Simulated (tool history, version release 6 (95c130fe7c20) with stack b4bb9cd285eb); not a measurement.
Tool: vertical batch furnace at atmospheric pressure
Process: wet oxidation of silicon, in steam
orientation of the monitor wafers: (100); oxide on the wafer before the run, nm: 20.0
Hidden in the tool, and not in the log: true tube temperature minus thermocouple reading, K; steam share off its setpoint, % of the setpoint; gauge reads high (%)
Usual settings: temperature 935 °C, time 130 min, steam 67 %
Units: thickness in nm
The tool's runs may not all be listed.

| run | day | temperature | time | steam | wafers since the last listed run | hours since the last temperature calibration | hours since the steam generator was serviced | hours since the gauge calibration | read-back reference wafer on the same gauge, thickness | thickness |
|---|---|---|---|---|---|---|---|---|---|---|
| 1 | 0 | 935 | 130 | 67 | 0 | 1198.5 | 1777.2 | 738.1 | 354.5 | 372.42 |
| 2 | 1.883 | 935 | 130 | 67 | 461 | 1243.7 | 1822.4 | 783.3 | 353.41 | 372.87 |
| 3 | 4.762 | 935 | 130 | 67 | 705 | 1312.8 | 1891.5 | 852.4 | 353.99 | 378 |
| 4 | 8.025 | 923 | 130 | 67 | 799 | 1391.1 | 1969.8 | 930.7 | 354.2 | 336.31 |
| 5 | 10.317 | 923 | 130 | 67 | 561 | 1446.1 | 2024.8 | 985.7 | 353.7 | 332.15 |
| 6 | 13.904 | 923 | 130 | 67 | 878 | 1532.2 | 2110.9 | 1071.8 | 354.05 | 335.79 |
| 7 | 18.033 | 935 | 130 | 67 | 1011 | 1631.3 | 2210 | 1170.9 | 353.92 | 372.61 |
| 8 | 21.021 | 935 | 130 | 67 | 731 | 1703 | 2281.7 | 1242.6 | 353.6 | 371.99 |
| 9 | 23.471 | 935 | 130 | 67 | 600 | 1761.8 | 2340.5 | 1301.4 | 354.17 | 368.51 |
| 10 | 25.392 | 935 | 130 | 67 | 470 | 1807.9 | 2386.6 | 1347.5 | 353.76 | 367.08 |
| 11 | 26.992 | 935 | 130 | 67 | 391 | 1846.3 | 2425 | 1385.9 | 354.67 | 368.57 |
| 12 | 29.229 | 926 | 86.5 | 67 | 548 | 1900 | 2478.7 | 1439.6 | 354.12 | 248.91 |
| 13 | 33.325 | 935 | 110 | 55 | 1003 | 1998.3 | 2577 | 1537.9 | 354.65 | 279.44 |
|  | 35.233 | steam generator serviced |
| 14 | 35.971 | 935 | 178 | 67 | 403 | 2061.8 | 17.7 | 1601.4 | 354.31 | 490.48 |
| 15 | 40.092 | 935 | 178 | 67 | 1009 | 2160.7 | 116.6 | 1700.3 | 354.3 | 496.73 |
|  | 41.692 | thermocouples replaced and temperature profile calibrated |
|  | 42.529 | gauge calibrated |
| 16 | 43.071 | 921 | 130 | 67 | 484 | 33.1 | 188.1 | 13 | 354.35 | 328.77 |
| 17 | 46.317 | 916 | 96 | 75 | 795 | 111 | 266 | 90.9 | 353.98 | 269.53 |
| 18 | 48.062 | 944 | 175 | 76 | 427 | 152.9 | 307.9 | 132.8 | 354.65 | 545.46 |
| 19 | 51.512 | 935 | 130 | 67 | 845 | 235.7 | 390.7 | 215.6 | 354.67 | 375.05 |
| 20 | 54.729 | 948 | 184 | 71 | 788 | 312.9 | 467.9 | 292.8 | 354.29 | 553.94 |
| 21 | 56.35 | 935 | 130 | 67 | 397 | 351.8 | 506.8 | 331.7 | 353.61 | 378.18 |
| 22 | 58.45 | 922 | 130 | 67 | 514 | 402.2 | 557.2 | 382.1 | 354.41 | 335.99 |
| 23 | 60.042 | 935 | 130 | 67 | 389 | 440.4 | 595.4 | 420.3 | 354.08 | 377.86 |

Forecast each of these 5 alternatives for the next run:
| A | 60.317 | 935 | 130 | 67 | 67 | 447 | 602 | 426.9 | ? | ? |
| B | 60.317 | 943 | 99.5 | 71 | 67 | 447 | 602 | 426.9 | ? | ? |
| C | 60.317 | 953 | 71.5 | 78 | 67 | 447 | 602 | 426.9 | ? | ? |
| D | 60.317 | 955 | 150.5 | 63 | 67 | 447 | 602 | 426.9 | ? | ? |
| E | 60.317 | 918 | 157.5 | 67 | 67 | 447 | 602 | 426.9 | ? | ? |

| run | read-back reference wafer on the same gauge, thickness | thickness |
|---|---|---|
| A | 354.48 | 374.3 |
| B | 354.48 | 343.72 |
| C | 354.48 | 315.74 |
| D | 354.48 | 471.24 |
| E | 354.48 | 371.65 |
Without the tool's hidden state the same runs would have given:
| run | thickness |
|---|---|
| A | 373.08 |
| B | 342.43 |
| C | 314.39 |
| D | 469.98 |
| E | 369.99 |

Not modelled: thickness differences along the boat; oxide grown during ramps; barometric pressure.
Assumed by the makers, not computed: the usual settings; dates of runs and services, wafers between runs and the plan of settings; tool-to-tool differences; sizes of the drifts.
